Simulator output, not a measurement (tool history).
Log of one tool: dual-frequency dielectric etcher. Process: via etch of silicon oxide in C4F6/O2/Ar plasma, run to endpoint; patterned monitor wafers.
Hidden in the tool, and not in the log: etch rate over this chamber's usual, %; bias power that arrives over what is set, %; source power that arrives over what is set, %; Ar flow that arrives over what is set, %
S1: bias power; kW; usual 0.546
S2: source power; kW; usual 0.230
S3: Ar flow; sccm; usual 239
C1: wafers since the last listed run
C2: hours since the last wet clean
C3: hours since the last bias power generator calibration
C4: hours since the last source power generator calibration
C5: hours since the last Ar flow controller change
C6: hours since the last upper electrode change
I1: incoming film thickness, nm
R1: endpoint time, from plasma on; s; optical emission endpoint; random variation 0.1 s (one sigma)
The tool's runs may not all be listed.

run   hour     S1     S2   S3   C1     C2      C3      C4      C5      C6     I1    R1
  1    0.0  0.546  0.230  239    0  379.8  1932.8  2715.0  4124.5  2087.4  112.3  27.8
  2   12.2  0.546  0.230  239  185  392.0  1945.0  2727.2  4136.7  2099.6  112.3  27.6
  3   26.2  0.546  0.230  239  213  406.0  1959.0  2741.2  4150.7  2113.6  111.8  27.7
  4   38.0  0.546  0.230  239  179  417.8  1970.8  2753.0  4162.5  2125.4  111.0  27.2
  5   55.5  0.546  0.230  239  266  435.3  1988.3  2770.5  4180.0  2142.9  111.4  27.5
      67.2  -- Ar flow controller replaced
  6   68.2  0.546  0.230  239  102  448.0  2001.0  2783.2     1.0  2155.6  112.0  27.6
  7  109.7  0.546  0.230  239  632  489.5  2042.5  2824.7    42.5  2197.1  112.2  27.8
     122.2  -- bias power generator calibrated
  8  122.7  0.546  0.230  202  137  502.5     0.5  2837.7    55.5  2210.1  111.5  27.1
  9  134.8  0.546  0.260  239  184  514.6    12.6  2849.8    67.6  2222.2  112.8  27.0
 10  145.0  0.624  0.250  282  155  524.8    22.8  2860.0    77.8  2232.4  112.0  26.6
 11  159.8  0.604  0.260  257  225  539.6    37.6  2874.8    92.6  2247.2  111.8  26.4
     182.2  -- source power generator calibrated
     185.6  -- upper electrode replaced, of another model than before
 12  186.1  0.486  0.230  239  288  565.9    63.9     3.9   118.9     0.5  110.7  28.8
     214.0  -- wet clean of the chamber
 13  214.5  0.474  0.200  239   67    0.5    92.3    32.3   147.3    28.9  113.5  29.9
 14  214.8  0.588  0.170  180    4    0.8    92.6    32.6   147.6    29.2  113.0  27.8
 15  218.3  0.546  0.230  239   53    4.3    96.1    36.1   151.1    32.7  111.5  27.1
 16  230.8  0.546  0.210  239  190   16.8   108.6    48.6   163.6    45.2  112.2  27.8
 17  243.0  0.546  0.230  214  185   29.0   120.8    60.8   175.8    57.4  112.5  27.2
 18  256.2  0.546  0.230  239  201   42.2   134.0    74.0   189.0    70.6  112.9  27.6
 19  273.3  0.470  0.280  182  260   59.3   151.1    91.1   206.1    87.7  111.5  26.6
 20  285.7  0.546  0.210  184  188   71.7   163.5   103.5   218.5   100.1  112.1  27.3
 21  297.9  0.428  0.290  202  185   83.9   175.7   115.7   230.7   112.3  110.8  27.2
 22  313.5  0.447  0.260  263  237   99.5   191.3   131.3   246.3   127.9  111.2  28.5
 23  327.3  0.546  0.290  239  210  113.3   205.1   145.1   260.1   141.7  110.9  25.7
 24  355.4  0.582  0.230  239  428  141.4   233.2   173.2   288.2   169.8  112.6  27.2
 25  372.9  0.546  0.230  239  266  158.9   250.7   190.7   305.7   187.3  112.1  27.4
 26  381.4  0.592  0.230  239  129  167.4   259.2   199.2   314.2   195.8  111.5  26.5
 27  388.4  0.546  0.230  239  106  174.4   266.2   206.2   321.2   202.8  111.9  27.4
 28  398.0  0.546  0.230  239  146  184.0   275.8   215.8   330.8   212.4  112.1  27.5

Forecast each of these 5 alternatives for the next run:
  A  398.4  0.431  0.230  239   6  184.4  276.2  216.2  331.2  212.8  111.7   ?
  B  398.4  0.510  0.210  219   6  184.4  276.2  216.2  331.2  212.8  111.7   ?
  C  398.4  0.607  0.180  266   6  184.4  276.2  216.2  331.2  212.8  111.7   ?
  D  398.4  0.546  0.230  191   6  184.4  276.2  216.2  331.2  212.8  111.7   ?
  E  398.4  0.546  0.230  223   6  184.4  276.2  216.2  331.2  212.8  111.7   ?

run    R1
  A  29.6
  B  28.3
  C  28.1
  D  26.8
  E  27.2
Without the tool's hidden state the same runs would have given:
run    R1
  A  29.1
  B  27.8
  C  27.6
  D  26.2
  E  26.7
